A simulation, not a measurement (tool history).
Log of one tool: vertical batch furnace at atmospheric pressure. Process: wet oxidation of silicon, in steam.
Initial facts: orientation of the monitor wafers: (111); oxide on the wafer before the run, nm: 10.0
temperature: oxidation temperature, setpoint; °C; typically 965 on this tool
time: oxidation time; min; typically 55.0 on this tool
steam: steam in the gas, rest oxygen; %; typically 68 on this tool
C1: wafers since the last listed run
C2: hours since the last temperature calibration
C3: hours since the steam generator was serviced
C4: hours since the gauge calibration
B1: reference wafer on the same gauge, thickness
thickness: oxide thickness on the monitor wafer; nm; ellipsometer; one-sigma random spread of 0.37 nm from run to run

{"run": 1, "hour": 0.0, "temperature": 965, "time": 55.0, "steam": 68, "C1": 0, "C2": 3542.1, "C3": 3320.9, "C4": 45.2, "B1": 202.04, "thickness": 232.84}
{"run": 2, "hour": 35.1, "temperature": 965, "time": 55.0, "steam": 76, "C1": 615, "C2": 3577.2, "C3": 3356.0, "C4": 80.3, "B1": 202.18, "thickness": 251.67}
{"run": 3, "hour": 106.2, "temperature": 965, "time": 55.0, "steam": 76, "C1": 1247, "C2": 3648.3, "C3": 3427.1, "C4": 151.4, "B1": 202.01, "thickness": 251.08}
{"run": 4, "hour": 126.0, "temperature": 965, "time": 55.0, "steam": 76, "C1": 347, "C2": 3668.1, "C3": 3446.9, "C4": 171.2, "B1": 202.06, "thickness": 250.2}
{"run": 5, "hour": 140.0, "temperature": 965, "time": 55.0, "steam": 68, "C1": 245, "C2": 3682.1, "C3": 3460.9, "C4": 185.2, "B1": 201.94, "thickness": 232.01}
{"run": 6, "hour": 153.5, "temperature": 965, "time": 73.5, "steam": 74, "C1": 236, "C2": 3695.6, "C3": 3474.4, "C4": 198.7, "B1": 201.94, "thickness": 299.12}
{"hour": 215.9, "done": "steam generator serviced"}
{"hour": 224.0, "done": "thermocouples replaced and temperature profile calibrated"}
{"run": 7, "hour": 224.5, "temperature": 965, "time": 68.5, "steam": 68, "C1": 681, "C2": 0.5, "C3": 8.6, "C4": 269.7, "B1": 201.99, "thickness": 286.63}
{"run": 8, "hour": 228.6, "temperature": 980, "time": 32.0, "steam": 57, "C1": 71, "C2": 4.6, "C3": 12.7, "C4": 273.8, "B1": 202.02, "thickness": 169.0}
{"run": 9, "hour": 240.6, "temperature": 965, "time": 82.5, "steam": 75, "C1": 210, "C2": 16.6, "C3": 24.7, "C4": 285.8, "B1": 202.08, "thickness": 347.64}
{"run": 10, "hour": 270.3, "temperature": 965, "time": 30.5, "steam": 68, "C1": 521, "C2": 46.3, "C3": 54.4, "C4": 315.5, "B1": 201.98, "thickness": 163.33}
{"hour": 271.5, "done": "gauge calibrated"}
{"run": 11, "hour": 287.6, "temperature": 973, "time": 33.0, "steam": 59, "C1": 303, "C2": 63.6, "C3": 71.7, "C4": 16.1, "B1": 201.91, "thickness": 166.7}
{"run": 12, "hour": 305.3, "temperature": 972, "time": 33.5, "steam": 76, "C1": 310, "C2": 81.3, "C3": 89.4, "C4": 33.8, "B1": 201.87, "thickness": 199.78}
{"run": 13, "hour": 333.2, "temperature": 965, "time": 73.5, "steam": 74, "C1": 489, "C2": 109.2, "C3": 117.3, "C4": 61.7, "B1": 202.2, "thickness": 318.02}
{"run": 14, "hour": 350.6, "temperature": 965, "time": 55.0, "steam": 68, "C1": 305, "C2": 126.6, "C3": 134.7, "C4": 79.1, "B1": 202.01, "thickness": 246.49}

5 ways to go on from here, each from the tool as it stands after run 14. What would each give?
{"run": "A", "hour": 354.8, "temperature": 965, "time": 55.0, "steam": 68, "C1": 73, "C2": 130.8, "C3": 138.9, "C4": 83.3, "B1": "?", "thickness": "?"}
{"run": "B", "hour": 354.8, "temperature": 952, "time": 32.5, "steam": 61, "C1": 73, "C2": 130.8, "C3": 138.9, "C4": 83.3, "B1": "?", "thickness": "?"}
{"run": "C", "hour": 354.8, "temperature": 942, "time": 63.5, "steam": 62, "C1": 73, "C2": 130.8, "C3": 138.9, "C4": 83.3, "B1": "?", "thickness": "?"}
{"run": "D", "hour": 354.8, "temperature": 965, "time": 72.0, "steam": 61, "C1": 73, "C2": 130.8, "C3": 138.9, "C4": 83.3, "B1": "?", "thickness": "?"}
{"run": "E", "hour": 354.8, "temperature": 965, "time": 55.0, "steam": 73, "C1": 73, "C2": 130.8, "C3": 138.9, "C4": 83.3, "B1": "?", "thickness": "?"}

run=A B1=202.14 thickness=247.14
run=B B1=202.14 thickness=140.35
run=C B1=202.14 thickness=213.29
run=D B1=202.14 thickness=275.75
run=E B1=202.14 thickness=259.44
What these runs would have given with no unlogged condition in the tool:
run=A thickness=247.74
run=B thickness=140.72
run=C thickness=213.84
run=D thickness=276.41
run=E thickness=260.07

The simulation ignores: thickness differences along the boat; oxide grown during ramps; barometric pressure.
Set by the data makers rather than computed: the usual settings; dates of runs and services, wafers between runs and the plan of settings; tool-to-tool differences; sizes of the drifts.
